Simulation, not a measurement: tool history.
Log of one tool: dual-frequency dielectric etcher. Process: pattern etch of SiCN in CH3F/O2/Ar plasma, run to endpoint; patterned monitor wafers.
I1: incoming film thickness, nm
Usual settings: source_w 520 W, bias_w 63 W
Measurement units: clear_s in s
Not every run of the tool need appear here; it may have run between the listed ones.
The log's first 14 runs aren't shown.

{"run": 15, "hour": 199.4, "source_w": 580, "bias_w": 51, "I1": 8.68, "clear_s": 22.6}
{"hour": 211.0, "done": "bias power generator calibrated"}
{"hour": 229.1, "done": "upper electrode replaced"}
{"run": 16, "hour": 229.6, "source_w": 460, "bias_w": 52, "I1": 8.62, "clear_s": 23.7}
{"run": 17, "hour": 230.0, "source_w": 520, "bias_w": 63, "I1": 8.67, "clear_s": 21.8}
{"run": 18, "hour": 230.6, "source_w": 460, "bias_w": 63, "I1": 8.7, "clear_s": 22.7}
{"run": 19, "hour": 237.8, "source_w": 420, "bias_w": 74, "I1": 8.69, "clear_s": 22.1}
{"hour": 263.8, "done": "wet clean of the chamber"}
{"run": 20, "hour": 264.3, "source_w": 520, "bias_w": 63, "I1": 8.75, "clear_s": 22.5}
{"run": 21, "hour": 267.6, "source_w": 470, "bias_w": 63, "I1": 8.74, "clear_s": 23.1}
{"run": 22, "hour": 281.0, "source_w": 520, "bias_w": 63, "I1": 8.74, "clear_s": 22.3}
{"run": 23, "hour": 287.1, "source_w": 520, "bias_w": 78, "I1": 8.68, "clear_s": 20.7}
{"run": 24, "hour": 293.1, "source_w": 550, "bias_w": 50, "I1": 8.64, "clear_s": 23.4}
{"run": 25, "hour": 307.3, "source_w": 450, "bias_w": 74, "I1": 8.61, "clear_s": 21.8}
{"run": 26, "hour": 324.9, "source_w": 480, "bias_w": 63, "I1": 8.73, "clear_s": 22.8}
{"run": 27, "hour": 342.7, "source_w": 420, "bias_w": 49, "I1": 8.66, "clear_s": 25.4}
{"run": 28, "hour": 357.1, "source_w": 420, "bias_w": 49, "I1": 8.68, "clear_s": 25.4}
{"run": 29, "hour": 367.2, "source_w": 420, "bias_w": 74, "I1": 8.73, "clear_s": 22.6}
{"run": 30, "hour": 419.8, "source_w": 520, "bias_w": 50, "I1": 8.67, "clear_s": 23.7}
{"run": 31, "hour": 437.1, "source_w": 520, "bias_w": 63, "I1": 8.73, "clear_s": 22.3}
{"run": 32, "hour": 452.4, "source_w": 400, "bias_w": 56, "I1": 8.78, "clear_s": 24.8}
{"run": 33, "hour": 491.2, "source_w": 520, "bias_w": 63, "I1": 8.63, "clear_s": 22}
{"run": 34, "hour": 504.6, "source_w": 520, "bias_w": 63, "I1": 8.68, "clear_s": 22}
{"run": 35, "hour": 518.0, "source_w": 520, "bias_w": 63, "I1": 8.67, "clear_s": 21.9}
{"run": 36, "hour": 535.2, "source_w": 550, "bias_w": 49, "I1": 8.73, "clear_s": 23.5}
{"run": 37, "hour": 547.4, "source_w": 520, "bias_w": 76, "I1": 8.77, "clear_s": 20.8}

Here are 3 independent what-if runs from the current tool condition. What would each one return?
{"run": "A", "hour": 547.8, "source_w": 520, "bias_w": 63, "I1": 8.69, "clear_s": "?"}
{"run": "B", "hour": 547.8, "source_w": 610, "bias_w": 71, "I1": 8.69, "clear_s": "?"}
{"run": "C", "hour": 547.8, "source_w": 620, "bias_w": 68, "I1": 8.69, "clear_s": "?"}

run=A clear_s=22
run=B clear_s=20.2
run=C clear_s=20.4
Take away the tool's hidden state, keep each run's random variation, and the runs would have read:
run=A clear_s=22.3
run=B clear_s=20.5
run=C clear_s=20.6
